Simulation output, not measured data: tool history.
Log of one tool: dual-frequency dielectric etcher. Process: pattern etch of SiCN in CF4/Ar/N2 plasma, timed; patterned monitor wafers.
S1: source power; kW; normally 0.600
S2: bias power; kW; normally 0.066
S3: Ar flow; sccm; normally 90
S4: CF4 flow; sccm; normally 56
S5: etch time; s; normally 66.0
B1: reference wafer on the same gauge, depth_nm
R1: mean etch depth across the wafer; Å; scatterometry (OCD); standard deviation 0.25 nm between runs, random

Run 1, hour 0.0: usual settings; B1 75.6. Result: R1 658 Å.
At hour 37.1: upper electrode replaced.
Run 2, hour 37.6: usual settings; B1 75.8. Result: R1 655 Å.
Run 3, hour 38.0: usual settings; B1 75.6. Result: R1 652 Å.
At hour 44.6: source power generator calibrated.
At hour 48.1: gauge calibrated.
Run 4, hour 49.4: usual settings but S1 0.690 kW, S3 68 sccm; B1 75.7. Result: R1 775 Å.
At hour 70.5: CF4 flow controller replaced.
Run 5, hour 71.0: usual settings but S3 83 sccm; B1 75.7. Result: R1 665 Å.
At hour 109.7: wet clean of the chamber.
Run 6, hour 111.4: usual settings; B1 75.7. Result: R1 669 Å.
Run 7, hour 128.5: usual settings but S1 0.500 kW, S2 0.081 kW, S3 110 sccm; B1 75.7. Result: R1 587 Å.
Run 8, hour 138.1: usual settings but S5 62.0 s; B1 75.6. Result: R1 634 Å.
Run 9, hour 154.9: usual settings but S1 0.530 kW, S3 105 sccm, S4 61 sccm; B1 75.8. Result: R1 593 Å.
Run 10, hour 167.9: usual settings but S1 0.560 kW, S2 0.071 kW, S3 71 sccm, S5 79.0 s; B1 75.7. Result: R1 803 Å.
Run 11, hour 176.9: usual settings but S1 0.520 kW, S2 0.052 kW, S4 45 sccm; B1 75.7. Result: R1 546 Å.
At hour 186.3: Ar flow controller replaced.
Run 12, hour 187.5: usual settings but S4 68 sccm, S5 73.5 s; B1 75.8. Result: R1 756 Å.
Run 13, hour 194.4: usual settings; B1 75.8. Result: R1 668 Å.
Run 14, hour 211.9: usual settings but S1 0.550 kW, S2 0.071 kW, S3 84 sccm, S4 50 sccm; B1 75.6. Result: R1 632 Å.
Run 15, hour 225.1: usual settings but S1 0.720 kW, S4 48 sccm, S5 53.5 s; B1 75.7. Result: R1 629 Å.
Run 16, hour 234.2: usual settings; B1 75.8. Result: R1 670 Å.
Run 17, hour 241.0: usual settings; B1 75.7. Result: R1 670 Å.
Run 18, hour 252.3: usual settings but S1 0.520 kW, S2 0.052 kW, S4 45 sccm; B1 75.6. Result: R1 546 Å.
Run 19, hour 269.1: usual settings but S2 0.080 kW; B1 75.8. Result: R1 701 Å.
Run 20, hour 284.5: usual settings but S4 47 sccm; B1 75.6. Result: R1 652 Å.

A few steps of R1 between consecutive runs. Split each: what settings, incoming material and random variation would produce without the hidden state, and what is left over for the hidden state, along with gauge scatter present in only one of the two compared results (measured, and without hidden state):
Hidden conditions of the tool in this case: etch rate over this chamber's usual, %; source power that arrives over what is set, %; bias power that arrives over what is set, %; Ar flow that arrives over what is set, %; CF4 flow that arrives over what is set, %; gauge reads high (%).
Run 3 -> 4: S1 0.600 -> 0.690, S3 90 -> 68, source power generator calibrated, gauge calibrated. R1 +123 Å: hidden state -6, all else +129.
Run 5 -> 6: S3 83 -> 90, wet clean of the chamber. R1 +4 Å: hidden state +22, all else -18.
Run 9 -> 10: S1 0.530 -> 0.560, S2 0.066 -> 0.071, S3 105 -> 71, S4 61 -> 56, S5 66.0 -> 79.0. R1 +210 Å: hidden state -3, all else +213.
Run 10 -> 11: S1 0.560 -> 0.520, S2 0.071 -> 0.052, S3 71 -> 90, S4 56 -> 45, S5 79.0 -> 66.0. R1 -257 Å: hidden state +2, all else -259.
